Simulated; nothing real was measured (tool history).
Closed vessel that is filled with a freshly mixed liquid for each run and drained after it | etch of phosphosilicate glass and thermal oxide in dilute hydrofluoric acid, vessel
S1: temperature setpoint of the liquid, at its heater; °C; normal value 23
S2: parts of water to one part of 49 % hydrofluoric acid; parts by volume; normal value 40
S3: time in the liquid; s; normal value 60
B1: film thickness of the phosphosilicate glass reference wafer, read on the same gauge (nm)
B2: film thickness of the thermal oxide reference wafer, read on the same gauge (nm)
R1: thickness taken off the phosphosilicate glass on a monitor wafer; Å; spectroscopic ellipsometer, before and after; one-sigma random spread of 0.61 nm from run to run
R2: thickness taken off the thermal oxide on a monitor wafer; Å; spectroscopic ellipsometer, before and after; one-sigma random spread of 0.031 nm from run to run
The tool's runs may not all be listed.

Run 1, hour 0: usual settings but S1 20.5 °C; B1 60.01; B2 89.99. Result: R1 1541.4 Å, R2 52.9 Å.
Run 2, hour 10.8: usual settings; B1 60.02; B2 89.99. Result: R1 1708.5 Å, R2 59 Å.
Run 3, hour 20.4: usual settings; B1 60; B2 90. Result: R1 1697.9 Å, R2 58.4 Å.
Run 4, hour 34.1: usual settings but S2 35 parts by volume; B1 60; B2 90.01. Result: R1 1962.9 Å, R2 67 Å.
Run 5, hour 46: usual settings but S2 30 parts by volume, S3 50 s; B1 60.01; B2 90.01. Result: R1 1917.8 Å, R2 66 Å.
Run 6, hour 61: usual settings but S2 30 parts by volume, S3 50 s; B1 60; B2 90. Result: R1 1922.5 Å, R2 65.9 Å.
Run 7, hour 76.3: usual settings but S2 30 parts by volume, S3 50 s; B1 60.01; B2 90.01. Result: R1 1903 Å, R2 65.9 Å.
Run 8, hour 82.9: usual settings; B1 59.99; B2 90. Result: R1 1701.6 Å, R2 59.2 Å.
Run 9, hour 95.4: usual settings; B1 60.03; B2 90.01. Result: R1 1698.2 Å, R2 58.5 Å.
At hour 105.5: hydrofluoric acid flow meter replaced.
Run 10, hour 106: usual settings; B1 59.98; B2 90.01. Result: R1 1692.2 Å, R2 58.9 Å.
Run 11, hour 115.6: usual settings; B1 60.02; B2 90.02. Result: R1 1692.4 Å, R2 58.6 Å.
Run 12, hour 121.8: usual settings; B1 60.01; B2 90.02. Result: R1 1699.9 Å, R2 58.8 Å.
Run 13, hour 128.6: usual settings but S1 20 °C, S2 35 parts by volume; B1 59.99; B2 90.01. Result: R1 1709.6 Å, R2 59 Å.
At hour 132.7: thermometer replaced.
Run 14, hour 139: usual settings; B1 59.99; B2 89.98. Result: R1 1928 Å, R2 66.5 Å.
At hour 146.6: gauge calibrated.
Run 15, hour 147.2: usual settings but S1 20 °C, S2 30 parts by volume, S3 90 s; B1 60.01; B2 90.03. Result: R1 3440 Å, R2 117.5 Å.
Run 16, hour 163.3: usual settings but S1 26.5 °C, S2 30 parts by volume; B1 59.99; B2 89.99. Result: R1 2997.4 Å, R2 104.5 Å.
Run 17, hour 171.3: usual settings but S1 28 °C, S2 50 parts by volume, S3 75 s; B1 60.01; B2 89.99. Result: R1 2314.5 Å, R2 80.1 Å.

Expected results for the next run?
Run 18, hour 186.4: usual settings but S2 45 parts by volume; B1 ?; B2 ?. Result: R1 ?, R2 ?.

Logged for run 18: B1 60.01, B2 89.99, R1 1688.2 Å, R2 58.4 Å.
Without the tool's hidden state the same run would have given R1 1694.5 Å, R2 58.6 Å.

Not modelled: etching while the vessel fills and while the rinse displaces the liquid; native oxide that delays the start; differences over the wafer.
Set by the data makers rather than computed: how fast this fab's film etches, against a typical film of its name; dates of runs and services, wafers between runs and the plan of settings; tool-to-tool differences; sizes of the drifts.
